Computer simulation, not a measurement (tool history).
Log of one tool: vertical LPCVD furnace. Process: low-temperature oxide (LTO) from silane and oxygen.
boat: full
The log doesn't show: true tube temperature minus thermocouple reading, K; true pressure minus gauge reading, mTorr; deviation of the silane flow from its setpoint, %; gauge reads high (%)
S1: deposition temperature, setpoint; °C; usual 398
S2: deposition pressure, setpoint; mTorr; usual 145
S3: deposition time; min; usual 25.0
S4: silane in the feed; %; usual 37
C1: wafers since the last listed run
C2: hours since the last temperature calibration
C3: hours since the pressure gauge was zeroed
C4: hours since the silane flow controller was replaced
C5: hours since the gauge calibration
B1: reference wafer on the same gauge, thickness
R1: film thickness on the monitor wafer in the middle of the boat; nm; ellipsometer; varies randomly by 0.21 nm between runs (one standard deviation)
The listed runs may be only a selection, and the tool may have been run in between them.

| run | hour | S1 | S2 | S3 | S4 | C1 | C2 | C3 | C4 | C5 | B1 | R1 |
|---|---|---|---|---|---|---|---|---|---|---|---|---|
| 1 | 0.0 | 398 | 145 | 27.5 | 37 | 0 | 2419.7 | 3241.7 | 5294.5 | 183.6 | 118.02 | 150.51 |
| 2 | 25.6 | 398 | 145 | 27.5 | 37 | 395 | 2445.3 | 3267.3 | 5320.1 | 209.2 | 117.98 | 150.49 |
| 3 | 52.2 | 398 | 145 | 25.0 | 34 | 410 | 2471.9 | 3293.9 | 5346.7 | 235.8 | 117.93 | 122.67 |
| 4 | 67.0 | 398 | 145 | 25.0 | 34 | 228 | 2486.7 | 3308.7 | 5361.5 | 250.6 | 117.99 | 122.61 |
|  | 78.1 | gauge calibrated |
| 5 | 89.6 | 398 | 155 | 25.0 | 37 | 348 | 2509.3 | 3331.3 | 5384.1 | 11.5 | 118.01 | 146.50 |
|  | 125.9 | thermocouples replaced and temperature profile calibrated |
|  | 129.3 | silane flow controller replaced |
|  | 150.2 | pressure gauge zeroed |
| 6 | 150.7 | 398 | 155 | 25.0 | 37 | 198 | 24.8 | 0.5 | 21.4 | 72.6 | 117.97 | 139.77 |
| 7 | 154.3 | 398 | 145 | 25.0 | 37 | 55 | 28.4 | 4.1 | 25.0 | 76.2 | 118.02 | 130.01 |
| 8 | 157.8 | 398 | 145 | 25.0 | 37 | 54 | 31.9 | 7.6 | 28.5 | 79.7 | 117.91 | 130.42 |
| 9 | 164.2 | 398 | 145 | 28.5 | 37 | 98 | 38.3 | 14.0 | 34.9 | 86.1 | 118.04 | 148.71 |
| 10 | 188.6 | 398 | 145 | 25.0 | 35 | 376 | 62.7 | 38.4 | 59.3 | 110.5 | 117.95 | 121.32 |
| 11 | 209.3 | 398 | 145 | 25.0 | 37 | 319 | 83.4 | 59.1 | 80.0 | 131.2 | 117.91 | 130.61 |
| 12 | 225.7 | 390 | 180 | 25.0 | 41 | 253 | 99.8 | 75.5 | 96.4 | 147.6 | 118.03 | 168.38 |
| 13 | 242.5 | 398 | 145 | 25.0 | 37 | 259 | 116.6 | 92.3 | 113.2 | 164.4 | 117.98 | 130.46 |
| 14 | 273.3 | 389 | 170 | 30.5 | 32 | 475 | 147.4 | 123.1 | 144.0 | 195.2 | 118.00 | 137.54 |
| 15 | 297.7 | 398 | 120 | 16.0 | 37 | 376 | 171.8 | 147.5 | 168.4 | 219.6 | 118.00 | 69.35 |
|  | 298.3 | gauge calibrated |
| 16 | 331.2 | 401 | 165 | 34.5 | 44 | 516 | 205.3 | 181.0 | 201.9 | 32.9 | 118.03 | 260.00 |
| 17 | 351.5 | 398 | 130 | 25.0 | 37 | 313 | 225.6 | 201.3 | 222.2 | 53.2 | 118.07 | 117.50 |
| 18 | 385.6 | 388 | 120 | 30.0 | 37 | 526 | 259.7 | 235.4 | 256.3 | 87.3 | 118.00 | 115.85 |
| 19 | 415.8 | 398 | 145 | 18.0 | 37 | 466 | 289.9 | 265.6 | 286.5 | 117.5 | 117.95 | 94.35 |

Measured result minus the same run's result without the hidden state. Both carry the same run-to-run variation, though not necessarily the same gauge scatter:
| run | R1 |
|---|---|
| 1 | +7.40 |
| 2 | +7.47 |
| 3 | +6.30 |
| 4 | +6.33 |
| 5 | +7.45 |
| 6 | +0.27 |
| 7 | +0.26 |
| 8 | +0.27 |
| 9 | +0.33 |
| 10 | +0.32 |
| 11 | +0.40 |
| 12 | +0.57 |
| 13 | +0.48 |
| 14 | +0.63 |
| 15 | +0.34 |
| 16 | +1.32 |
| 17 | +0.68 |
| 18 | +0.78 |
| 19 | +0.67 |
